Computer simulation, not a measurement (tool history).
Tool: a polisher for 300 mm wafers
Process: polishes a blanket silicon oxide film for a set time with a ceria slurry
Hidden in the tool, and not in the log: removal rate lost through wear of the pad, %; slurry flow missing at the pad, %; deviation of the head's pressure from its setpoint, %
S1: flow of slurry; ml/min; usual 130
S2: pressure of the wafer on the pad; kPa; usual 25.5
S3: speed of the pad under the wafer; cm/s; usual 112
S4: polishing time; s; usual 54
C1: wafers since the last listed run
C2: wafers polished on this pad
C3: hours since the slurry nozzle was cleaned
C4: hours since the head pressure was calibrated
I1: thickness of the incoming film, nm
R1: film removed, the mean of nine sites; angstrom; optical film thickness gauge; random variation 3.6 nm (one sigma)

| run | hour | S1 | S2 | S3 | S4 | C1 | C2 | C3 | C4 | I1 | R1 |
|---|---|---|---|---|---|---|---|---|---|---|---|
| 1 | 0 | 130 | 25.5 | 112 | 54 | 0 | 589 | 424 | 812.4 | 1249 | 2568 |
| 2 | 11.5 | 130 | 25.5 | 112 | 54 | 176 | 766 | 435.5 | 823.9 | 1242.2 | 2575 |
| 3 | 19.5 | 130 | 25.5 | 112 | 54 | 122 | 888 | 443.5 | 831.9 | 1219.6 | 2568 |
| 4 | 35.9 | 130 | 25.5 | 112 | 54 | 251 | 1140 | 459.9 | 848.3 | 1254.5 | 2538 |
|  | 47.6 | worn pad replaced by a new one |
| 5 | 48.1 | 130 | 25.5 | 112 | 54 | 125 | 7 | 472.1 | 860.5 | 1242.3 | 2623 |
| 6 | 56.1 | 115 | 25.5 | 112 | 54 | 122 | 130 | 480.1 | 868.5 | 1221.5 | 2499 |
| 7 | 68.9 | 115 | 25.5 | 112 | 54 | 196 | 326 | 492.9 | 881.3 | 1249.8 | 2407 |
| 8 | 82.4 | 115 | 25.5 | 112 | 54 | 207 | 533 | 506.4 | 894.8 | 1232.4 | 2431 |
| 9 | 99.8 | 130 | 22.1 | 112 | 54 | 266 | 800 | 523.8 | 912.2 | 1223.2 | 2215 |
| 10 | 111 | 130 | 22.1 | 112 | 54 | 171 | 972 | 535 | 923.4 | 1236.9 | 2207 |
|  | 128.2 | worn pad replaced by a new one |
| 11 | 128.7 | 130 | 22.1 | 112 | 54 | 210 | 7 | 552.7 | 941.1 | 1239.3 | 2209 |
| 12 | 131 | 130 | 31 | 112 | 54 | 35 | 42 | 555 | 943.4 | 1253.5 | 2851 |
|  | 140.5 | slurry nozzle cleaned |
| 13 | 148 | 130 | 25.5 | 112 | 60 | 245 | 288 | 7.5 | 960.4 | 1248.8 | 2334 |
| 14 | 156.8 | 105 | 25.5 | 146 | 54 | 135 | 423 | 16.3 | 969.2 | 1248 | 2422 |
| 15 | 171.7 | 130 | 22.8 | 128 | 38 | 228 | 651 | 31.2 | 984.1 | 1251.8 | 1590 |
| 16 | 177.7 | 130 | 25.5 | 112 | 54 | 92 | 744 | 37.2 | 990.1 | 1238.4 | 2110 |
| 17 | 185.5 | 130 | 25.5 | 112 | 54 | 119 | 863 | 45 | 997.9 | 1237.3 | 2084 |
|  | 198.2 | head pressure recalibrated |
|  | 201.7 | worn pad replaced by a new one |
| 18 | 205.2 | 150 | 20.7 | 124 | 45 | 217 | 53 | 64.7 | 7 | 1243.9 | 1773 |
| 19 | 213.3 | 170 | 18.6 | 112 | 54 | 124 | 177 | 72.8 | 15.1 | 1234.4 | 1837 |
|  | 217 | slurry nozzle cleaned, repeated, since the last time left the tool worse |
| 20 | 224.3 | 150 | 16.5 | 112 | 45 | 153 | 331 | 7.3 | 26.1 | 1219.9 | 1739 |
| 21 | 238.7 | 130 | 30.3 | 112 | 69 | 220 | 552 | 21.7 | 40.5 | 1255.9 | 3901 |
| 22 | 248.1 | 115 | 25.5 | 112 | 40 | 144 | 696 | 31.1 | 49.9 | 1244 | 1962 |
| 23 | 264.9 | 130 | 25.5 | 112 | 54 | 257 | 954 | 47.9 | 66.7 | 1240.2 | 2664 |
|  | 286.8 | worn pad replaced by a new one |
| 24 | 287.3 | 160 | 25.5 | 112 | 60 | 282 | 7 | 70.3 | 89.1 | 1240.3 | 3143 |
| 25 | 304.7 | 115 | 25.5 | 112 | 64 | 266 | 274 | 87.7 | 106.5 | 1240.4 | 3086 |
| 26 | 315.8 | 130 | 25.5 | 134 | 54 | 170 | 444 | 98.8 | 117.6 | 1224.7 | 3200 |
| 27 | 345 | 165 | 31 | 74 | 54 | 448 | 892 | 128 | 146.8 | 1224.2 | 2128 |

What the log doesn't show, run by run:
removal rate lost through wear of the pad, %: 0 in every run
deviation of the head's pressure from its setpoint, %: 0 in every run
H1: slurry flow missing at the pad, %
| run | H1 |
|---|---|
| 1 | 17.7 |
| 2 | 18.5 |
| 3 | 19.1 |
| 4 | 20.4 |
| 5 | 21.4 |
| 6 | 22 |
| 7 | 23.1 |
| 8 | 24.3 |
| 9 | 25.8 |
| 10 | 26.8 |
| 11 | 28.5 |
| 12 | 28.7 |
| 13 | 51.5 |
| 14 | 51.5 |
| 15 | 51.6 |
| 16 | 51.6 |
| 17 | 51.7 |
| 18 | 51.9 |
| 19 | 52 |
| 20 | 1.41 |
| 21 | 1.44 |
| 22 | 1.49 |
| 23 | 1.6 |
| 24 | 1.83 |
| 25 | 2.07 |
| 26 | 2.24 |
| 27 | 2.82 |
